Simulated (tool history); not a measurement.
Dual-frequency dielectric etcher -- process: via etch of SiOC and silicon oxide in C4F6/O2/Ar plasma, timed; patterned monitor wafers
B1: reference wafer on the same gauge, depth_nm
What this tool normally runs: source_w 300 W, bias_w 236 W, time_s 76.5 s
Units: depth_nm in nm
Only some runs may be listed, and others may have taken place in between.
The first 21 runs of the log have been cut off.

run 22 hour=305.9 | source_w=300 bias_w=264 time_s=67.5 | B1=90.1 | depth_nm=70.8
run 23 hour=321.3 | source_w=300 bias_w=189 time_s=68 | B1=90.1 | depth_nm=64.5
run 24 hour=338.5 | source_w=330 bias_w=205 time_s=88 | B1=90.2 | depth_nm=88.5
run 25 hour=354 | source_w=300 bias_w=201 time_s=96.5 | B1=90.1 | depth_nm=93.3
run 26 hour=360.7 | source_w=300 bias_w=236 time_s=76.5 | B1=90.1 | depth_nm=77.8
run 27 hour=405.7 | source_w=300 bias_w=236 time_s=76.5 | B1=90.1 | depth_nm=77.9
run 28 hour=421 | source_w=300 bias_w=236 time_s=94.5 | B1=90.1 | depth_nm=95.3
run 29 hour=438.8 | source_w=340 bias_w=185 time_s=66.5 | B1=90.1 | depth_nm=64.8
run 30 hour=446.9 | source_w=330 bias_w=236 time_s=76.5 | B1=90.1 | depth_nm=79.8

Below are 4 alternative next runs, each starting from the tool's condition after run 30. Predict each:
run A hour=447.3 | source_w=300 bias_w=236 time_s=63 | B1=? | depth_nm=?
run B hour=447.3 | source_w=300 bias_w=180 time_s=76.5 | B1=? | depth_nm=?
run C hour=447.3 | source_w=300 bias_w=192 time_s=85 | B1=? | depth_nm=?
run D hour=447.3 | source_w=340 bias_w=208 time_s=76.5 | B1=? | depth_nm=?

run=A B1=90.1 depth_nm=63.6
run=B B1=90.1 depth_nm=71.4
run=C B1=90.1 depth_nm=80.8
run=D B1=90.1 depth_nm=77.6
With no hidden state in the tool, these same runs would have given:
run=A depth_nm=65.4
run=B depth_nm=73.5
run=C depth_nm=83.1
run=D depth_nm=79.9
